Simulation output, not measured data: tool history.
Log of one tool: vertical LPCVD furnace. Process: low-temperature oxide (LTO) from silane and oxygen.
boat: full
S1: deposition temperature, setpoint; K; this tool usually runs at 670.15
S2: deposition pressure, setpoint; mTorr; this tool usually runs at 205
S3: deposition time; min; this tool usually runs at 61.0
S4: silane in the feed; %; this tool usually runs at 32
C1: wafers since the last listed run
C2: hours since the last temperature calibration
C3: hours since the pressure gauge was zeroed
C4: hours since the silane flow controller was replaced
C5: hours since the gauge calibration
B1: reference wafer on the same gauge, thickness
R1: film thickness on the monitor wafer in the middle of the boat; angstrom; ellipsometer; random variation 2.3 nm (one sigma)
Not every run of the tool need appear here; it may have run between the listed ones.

run	hour	S1	S2	S3	S4	C1	C2	C3	C4	C5	B1	R1
1	0.0	670.15	205	61.0	32	0	4428.5	3442.1	3846.5	127.9	395.74	3848.7
2	14.2	670.15	205	61.0	32	182	4442.7	3456.3	3860.7	142.1	394.62	3831.0
3	28.6	670.15	240	61.0	30	184	4457.1	3470.7	3875.1	156.5	394.60	4020.8
4	55.9	670.15	240	61.0	30	349	4484.4	3498.0	3902.4	183.8	394.39	4094.5
5	73.6	670.15	240	61.0	30	226	4502.1	3515.7	3920.1	201.5	395.37	4039.6
6	107.2	670.15	205	61.0	32	430	4535.7	3549.3	3953.7	235.1	394.49	3827.9
7	122.6	670.15	205	61.0	32	197	4551.1	3564.7	3969.1	250.5	395.18	3823.3
8	155.7	670.15	205	61.0	32	424	4584.2	3597.8	4002.2	283.6	394.93	3812.4
# hour 188.6: pressure gauge zeroed
9	189.1	670.15	205	61.0	32	120	4617.6	0.5	4035.6	317.0	395.09	3829.5
10	203.3	670.15	205	61.0	32	182	4631.8	14.7	4049.8	331.2	395.40	3818.4
11	237.9	670.15	205	61.0	32	443	4666.4	49.3	4084.4	365.8	394.42	3829.4
12	259.9	670.15	205	61.0	30	282	4688.4	71.3	4106.4	387.8	394.19	3476.7
# hour 293.0: thermocouples replaced and temperature profile calibrated
13	293.5	670.15	205	61.0	32	123	0.5	104.9	4140.0	421.4	394.37	3863.9
14	298.7	670.15	205	61.0	32	66	5.7	110.1	4145.2	426.6	394.53	3848.7
15	313.3	670.15	205	61.0	32	187	20.3	124.7	4159.8	441.2	395.25	3819.9
16	333.4	664.15	230	53.5	26	257	40.4	144.8	4179.9	461.3	395.25	2558.0
17	369.1	670.15	205	78.5	32	457	76.1	180.5	4215.6	497.0	395.00	4898.4
18	397.0	670.15	255	85.5	32	357	104.0	208.4	4243.5	524.9	394.17	6690.1
# hour 426.3: silane flow controller replaced
19	426.8	663.15	205	75.5	32	74	133.8	238.2	0.5	554.7	395.27	4358.8
20	436.6	670.15	205	83.0	36	125	143.6	248.0	10.3	564.5	395.44	6167.5
21	464.3	670.15	205	61.0	32	355	171.3	275.7	38.0	592.2	395.10	3880.4
22	477.3	670.15	250	61.0	28	166	184.3	288.7	51.0	605.2	394.86	3854.7
23	546.0	670.15	205	81.0	32	880	253.0	357.4	119.7	673.9	396.05	5123.8
24	560.1	663.15	205	44.5	32	180	267.1	371.5	133.8	688.0	395.34	2554.5
# hour 561.3: gauge calibrated
25	587.3	670.15	205	41.0	32	348	294.3	398.7	161.0	26.0	395.11	2546.1
26	620.6	679.15	175	42.5	30	426	327.6	432.0	194.3	59.3	394.03	2305.3
27	649.3	670.15	205	61.0	32	367	356.3	460.7	223.0	88.0	394.31	3807.9
28	676.4	670.15	205	82.0	32	347	383.4	487.8	250.1	115.1	394.14	5178.5
29	697.5	670.15	205	61.0	32	270	404.5	508.9	271.2	136.2	394.87	3816.9
30	717.5	670.15	190	61.0	32	256	424.5	528.9	291.2	156.2	395.38	3560.6
31	744.2	670.15	205	47.0	34	342	451.2	555.6	317.9	182.9	396.28	3230.0
32	776.8	679.15	190	50.5	37	417	483.8	588.2	350.5	215.5	395.31	3965.8

How the hidden state differs across the entries between the runs, from the last listed run before each to the first after it:
Run 8 -> run 9: pressure gauge zeroed (hour 188.6)
  no hidden state differs between the two runs
Run 12 -> run 13: thermocouples replaced and temperature profile calibrated (hour 293.0)
  no hidden state differs between the two runs
Run 18 -> run 19: silane flow controller replaced (hour 426.3)
  no hidden state differs between the two runs
Run 24 -> run 25: gauge calibrated (hour 561.3)
  no hidden state differs between the two runs
